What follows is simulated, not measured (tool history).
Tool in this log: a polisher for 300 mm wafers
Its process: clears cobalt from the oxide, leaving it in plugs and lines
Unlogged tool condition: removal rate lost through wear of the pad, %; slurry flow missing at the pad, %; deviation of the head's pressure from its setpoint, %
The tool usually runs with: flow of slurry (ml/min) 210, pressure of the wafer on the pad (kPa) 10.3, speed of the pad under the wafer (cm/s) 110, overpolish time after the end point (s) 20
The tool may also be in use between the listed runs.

run     day  flow of slurry (ml/min)  pressure of the wafer on the pad (kPa)  speed of the pad under the wafer (cm/s)  overpolish time after the end point (s)  wafers since the last listed run  wafers polished on this pad  hours since the slurry nozzle was cleaned  hours since the head pressure was calibrated  incoming thickness of the incoming film, nm  time until the end point was called (s)  dishing of a wide line in a test structure (angstrom)
  1       0                      210                                    11.7                                      118                                       20                                 0                         1052                                      426.1                                           837                                        167.5                                       33                                                    421
  2   3.588                      210                                    11.7                                      118                                       20                              1279                         2332                                      512.2                                         923.1                                        169.7                                     34.1                                                    421
  3   4.246                      210                                    10.3                                      110                                       20                               234                         2567                                        528                                         938.9                                        168.2                                     41.1                                                    395
      6.829  -- slurry nozzle cleaned
  4   7.221                      210                                    10.3                                      110                                       20                              1046                         3613                                        9.4                                        1010.3                                        169.9                                     42.5                                                    387
      8.142  -- worn pad replaced by a new one
  5   8.162                      210                                    10.3                                      110                                       20                               276                            7                                         32                                        1032.9                                        173.3                                     37.9                                                    398
  6   9.588                      210                                    10.3                                      110                                       20                               508                          515                                       66.2                                        1067.1                                        167.7                                     38.8                                                    411
  7  10.738                      210                                    10.3                                      110                                       20                               410                          925                                       93.8                                        1094.7                                        169.8                                     40.2                                                    406
     11.404  -- head pressure recalibrated
  8  11.425                      210                                    10.3                                      120                                       20                               215                         1141                                      110.3                                           0.5                                        168.7                                     37.2                                                    414
  9  12.379                      210                                    10.3                                      120                                       20                               340                         1481                                      133.2                                          23.4                                        166.5                                     36.7                                                    411
 10  13.121                      210                                    10.3                                      120                                       20                               264                         1746                                        151                                          41.2                                        171.4                                       37                                                    412
 11  13.967                      210                                    10.3                                      110                                       20                               301                         2048                                      171.3                                          61.5                                        169.3                                     38.7                                                    392
 12  14.583                      210                                    10.3                                      110                                       20                               220                         2268                                      186.1                                          76.3                                        170.2                                       41                                                    395
 13  15.279                      210                                    10.3                                      110                                       20                               248                         2516                                      202.8                                            93                                        169.7                                     40.4                                                    389
 14  16.429                      210                                    10.3                                       76                                       31                               410                         2926                                      230.4                                         120.6                                        172.1                                     57.1                                                    408
 15  17.467                      210                                       9                                      110                                       30                               370                         3297                                      255.3                                         145.5                                        167.5                                     47.3                                                    443
     18.125  -- worn pad replaced by a new one
 16  18.492                      245                                       9                                      110                                       20                               306                          131                                      279.9                                         170.1                                        169.8                                     41.7                                                    387
 17  19.658                      255                                     8.3                                      110                                       20                               416                          547                                      307.9                                         198.1                                        172.4                                     47.4                                                    378
 18  20.288                      210                                    10.3                                      110                                       20                               224                          771                                        323                                         213.2                                        170.4                                       39                                                    398
 19  24.296                      210                                    10.3                                       94                                       20                              1430                         2202                                      419.2                                         309.4                                        169.9                                     45.9                                                    375
 20  25.533                      210                                     6.9                                      110                                       20                               441                         2643                                      448.9                                         339.1                                        171.3                                     62.1                                                    330
 21    26.5                      210                                    10.3                                      124                                       20                               344                         2988                                      472.1                                         362.3                                          170                                     38.1                                                    409
 22  27.233                      210                                    11.7                                       96                                       20                               261                         3250                                      489.7                                         379.9                                        168.8                                     42.7                                                    407
     28.662  -- worn pad replaced by a new one
 23  31.375                      210                                       9                                       78                                       13                              1418                          968                                      589.1                                         479.3                                        167.6                                       61                                                    247
     33.117  -- slurry nozzle cleaned
 24  33.362                      210                                    11.7                                      110                                       20                               694                         1662                                        5.9                                           527                                        168.2                                     36.2                                                    425
 25  34.608                      265                                    10.3                                      110                                       32                               444                         2107                                       35.8                                         556.9                                        168.1                                     39.4                                                    461
 26  35.846                      210                                    12.4                                      110                                       20                               441                         2548                                       65.5                                         586.6                                        170.1                                       35                                                    433
 27  36.462                      210                                    10.3                                      110                                       20                               220                         2768                                       80.3                                         601.4                                        169.5                                     40.5                                                    396
 28  37.771                      210                                     7.6                                      128                                       12                               466                         3235                                      111.7                                         632.8                                        168.5                                     50.9                                                    267
 29  39.217                      210                                    10.3                                      110                                       20                               515                         3751                                      146.4                                         667.5                                        169.8                                     42.6                                                    396
     39.421  -- worn pad replaced by a new one
 30  40.458                      265                                    13.1                                      126                                       14                               383                          370                                      176.2                                         697.3                                        169.9                                     27.3                                                    405
 31  41.046                      210                                    10.3                                       82                                       20                               209                          579                                      190.3                                         711.4                                        168.8                                     50.8                                                    362
 32  42.308                      210                                    13.1                                      128                                       20                               450                         1030                                      220.6                                         741.7                                        171.1                                     27.4                                                    448
 33  43.162                      145                                     7.6                                      110                                       29                               304                         1335                                      241.1                                         762.2                                          171                                     57.5                                                    411
 34  43.996                      210                                    10.3                                      110                                       20                               297                         1632                                      261.1                                         782.2                                        169.8                                     40.5                                                    399
 35  44.875                      210                                    10.3                                      110                                       20                               313                         1946                                      282.2                                         803.3                                        171.2                                     40.9                                                    391

Below are 4 alternative next runs, each starting from the tool's condition after run 35. Predict each:
  A  44.892                      210                                    10.3                                      134                                       20                                 5                         1952                                      282.6                                         803.7                                        168.4                                        ?                                                      ?
  B  44.892                      210                                    13.1                                       92                                       20                                 5                         1952                                      282.6                                         803.7                                        168.4                                        ?                                                      ?
  C  44.892                      240                                    10.3                                      110                                       26                                 5                         1952                                      282.6                                         803.7                                        168.4                                        ?                                                      ?
  D  44.892                      210                                      11                                       94                                       20                                 5                         1952                                      282.6                                         803.7                                        168.4                                        ?                                                      ?

run  time until the end point was called (s)  dishing of a wide line in a test structure (angstrom)
  A                                     34.9                                                    421
  B                                       38                                                    409
  C                                       41                                                    436
  D                                     44.4                                                    385
Stripped of hidden state, with their random variation kept, the same runs would have yielded:
run  time until the end point was called (s)  dishing of a wide line in a test structure (angstrom)
  A                                     32.1                                                    433
  B                                       35                                                    422
  C                                     37.7                                                    447
  D                                     40.8                                                    399
